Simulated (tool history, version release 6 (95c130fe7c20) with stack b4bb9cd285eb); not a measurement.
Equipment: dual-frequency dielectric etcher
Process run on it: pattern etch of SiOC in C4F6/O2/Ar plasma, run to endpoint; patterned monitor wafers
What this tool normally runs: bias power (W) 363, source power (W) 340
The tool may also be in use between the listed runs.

run,day,bias power (W),source power (W),wafers since the last listed run,hours since the last wet clean,hours since the last bias power generator calibration,hours since the last source power generator calibration,hours since the last upper electrode change,"incoming incoming film thickness, nm",endpoint time (s)
1,0.000,363,340,0,328.2,3999.3,2232.8,2560.5,30.74,15.6
2,0.446,363,340,103,338.9,4010.0,2243.5,2571.2,30.57,15.5
3,0.767,363,340,74,346.6,4017.7,2251.2,2578.9,30.43,15.5
4,1.288,363,340,120,359.1,4030.2,2263.7,2591.4,30.60,15.4
5,2.029,363,340,171,376.9,4048.0,2281.5,2609.2,30.66,15.6
6,2.512,363,340,111,388.5,4059.6,2293.1,2620.8,30.49,15.4
7,3.188,414,380,156,404.7,4075.8,2309.3,2637.0,30.51,14.3
8,3.642,414,380,105,415.6,4086.7,2320.2,2647.9,30.38,14.2
9,4.083,363,340,102,426.2,4097.3,2330.8,2658.5,30.22,15.4
10,4.817,363,340,169,443.8,4114.9,2348.4,2676.1,30.48,15.5
11,5.262,420,340,103,454.5,4125.6,2359.1,2686.8,30.54,15.0
# day 6.346: source power generator calibrated
# day 6.796: wet clean of the chamber
# day 7.396: upper electrode replaced
12,7.417,288,270,217,14.9,4177.3,25.7,0.5,30.52,17.7
13,7.433,363,260,3,15.3,4177.7,26.1,0.9,30.66,17.1
14,7.446,278,380,2,15.6,4178.0,26.4,1.2,30.60,15.1
# day 7.838: bias power generator calibrated
15,7.858,322,340,56,25.5,0.5,36.3,11.1,30.26,15.4
16,8.429,297,370,132,39.2,14.2,50.0,24.8,30.67,15.2
17,8.846,363,340,96,49.2,24.2,60.0,34.8,30.58,14.9
18,9.571,363,340,167,66.6,41.6,77.4,52.2,30.11,14.8
19,10.054,363,340,111,78.2,53.2,89.0,63.8,30.48,14.9

The tool's hidden state at each run:
bias power that arrives over what is set, %: 0 on each run
source power that arrives over what is set, %: 0 on each run
H1: etch rate over this chamber's usual, %
run,H1
1,-3.84
2,-3.94
3,-4.01
4,-4.13
5,-4.29
6,-4.4
7,-4.55
8,-4.65
9,-4.75
10,-4.92
11,-5.02
12,-0.0292
13,-0.033
14,-0.0358
15,-0.128
16,-0.256
17,-0.349
18,-0.511
19,-0.62

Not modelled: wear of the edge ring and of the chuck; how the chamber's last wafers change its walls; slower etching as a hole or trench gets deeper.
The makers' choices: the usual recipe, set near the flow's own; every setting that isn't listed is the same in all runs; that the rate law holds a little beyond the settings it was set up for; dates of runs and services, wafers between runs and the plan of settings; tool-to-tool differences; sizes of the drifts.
